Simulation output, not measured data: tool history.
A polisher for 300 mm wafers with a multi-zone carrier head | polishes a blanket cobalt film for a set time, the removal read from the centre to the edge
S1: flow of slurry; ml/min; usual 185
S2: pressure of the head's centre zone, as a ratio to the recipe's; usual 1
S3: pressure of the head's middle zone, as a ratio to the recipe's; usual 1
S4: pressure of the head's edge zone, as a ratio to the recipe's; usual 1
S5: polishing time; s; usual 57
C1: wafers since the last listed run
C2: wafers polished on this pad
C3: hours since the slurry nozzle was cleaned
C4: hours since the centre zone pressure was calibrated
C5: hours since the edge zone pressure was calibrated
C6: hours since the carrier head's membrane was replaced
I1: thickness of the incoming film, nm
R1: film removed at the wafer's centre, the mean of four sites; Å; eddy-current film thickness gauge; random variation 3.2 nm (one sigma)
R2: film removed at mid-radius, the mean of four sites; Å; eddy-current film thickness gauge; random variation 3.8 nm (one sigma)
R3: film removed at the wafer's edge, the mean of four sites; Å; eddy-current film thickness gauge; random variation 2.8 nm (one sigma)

run	hour	S1	S2	S3	S4	S5	C1	C2	C3	C4	C5	C6	I1	R1	R2	R3
1	0	185	1	1	1.05	57	0	2367	404.5	249.5	170.8	684.3	1205.3	3850	3798	3818
2	46.1	185	1	1	1.05	57	450	2818	450.6	295.6	216.9	730.4	1215.9	3876	3890	3852
3	150.1	185	1	1	1	57	1015	3833	554.6	399.6	320.9	834.4	1192.3	3819	3813	3708
4	200.2	185	1	1	1	57	489	4322	604.7	449.7	371	884.5	1200.3	3762	3722	3686
# hour 212.3: centre zone pressure recalibrated
5	283.4	185	1	1	1	57	792	5115	687.9	71.1	454.2	967.7	1200.3	3776	3719	3684
# hour 293.6: worn pad replaced by a new one
6	323.4	185	1	1	1	57	351	291	727.9	111.1	494.2	1007.7	1207.8	3822	3829	3772
# hour 334.4: slurry nozzle cleaned
7	394.4	185	1	1	1	57	683	974	60	182.1	565.2	1078.7	1184.7	4004	3940	3861
8	492.8	185	1	1	0.9	57	960	1935	158.4	280.5	663.6	1177.1	1210	3992	3893	3624
9	567.7	185	1	1	1	57	731	2666	233.3	355.4	738.5	1252	1205.6	3946	3913	3783
10	653.4	185	1	0.94	1	73	836	3503	319	441.1	824.2	1337.7	1205.2	5063	4641	4795
# hour 725.9: worn pad replaced by a new one
# hour 739.5: centre zone pressure recalibrated
11	740.9	185	1	1	1.06	57	795	127	406.5	1.4	911.7	1425.2	1201.5	3998	3929	3993
12	793.3	185	1	1	1	57	511	639	458.9	53.8	964.1	1477.6	1198.2	3911	3908	3766
# hour 802.4: edge zone pressure recalibrated
13	870	185	1.11	0.93	0.93	57	729	1368	535.6	130.5	67.6	1554.3	1219.3	4294	3615	3626
# hour 955.3: carrier head's membrane replaced by a new one
14	966.7	130	1.1	1	1	57	895	2263	632.3	227.2	164.3	11.4	1196.4	3884	3504	3518
15	1021.9	185	1.11	0.93	0.93	57	539	2803	687.5	282.4	219.5	66.6	1199	4175	3529	3496
16	1082.6	145	1	0.93	1	57	592	3395	748.2	343.1	280.2	127.3	1223.4	3537	3338	3541
# hour 1128.4: slurry nozzle cleaned
17	1182.3	185	1	1	1.07	57	963	4359	53.9	442.8	379.9	227	1237.7	3949	3797	3878
# hour 1197.4: centre zone pressure recalibrated
# hour 1202.1: worn pad replaced by a new one
18	1244.7	145	1	1	1	67	550	415	116.3	47.3	442.3	289.4	1206.6	4592	4576	4457
19	1301.7	185	1	1	1	57	556	972	173.3	104.3	499.3	346.4	1211	4033	4001	3865
20	1383.3	220	1	0.9	0.94	57	796	1769	254.9	185.9	580.9	428	1195.3	4110	3679	3772
21	1467.7	185	1	1	0.88	57	824	2593	339.3	270.3	665.3	512.4	1205	3962	3868	3521
22	1515.1	185	1	1	1	57	462	3056	386.7	317.7	712.7	559.8	1232.7	3827	3871	3745

The tool's hidden state at each run:
deviation of the centre zone's pressure from its setpoint, %: 0 in every run
deviation of the edge zone's pressure from its setpoint, %: 0 in every run
H1: removal rate lost through wear of the pad, %
H2: slurry flow missing at the pad, %
run	H1	H2
1	3.09	10.6
2	3.31	12.9
3	3.62	19.1
4	3.71	22.5
5	3.81	28.9
6	0.706	32.3
7	1.87	1.47
8	2.83	2.74
9	3.26	4.48
10	3.56	7.29
11	0.739	11
12	1.73	13.7
13	2.71	18.3
14	3.44	24.9
15	3.7	29.3
16	3.9	34.4
17	4.1	0.489
18	0.929	1.12
19	1.83	2.1
20	2.67	4.17
21	3.2	7.14
22	3.39	9.18

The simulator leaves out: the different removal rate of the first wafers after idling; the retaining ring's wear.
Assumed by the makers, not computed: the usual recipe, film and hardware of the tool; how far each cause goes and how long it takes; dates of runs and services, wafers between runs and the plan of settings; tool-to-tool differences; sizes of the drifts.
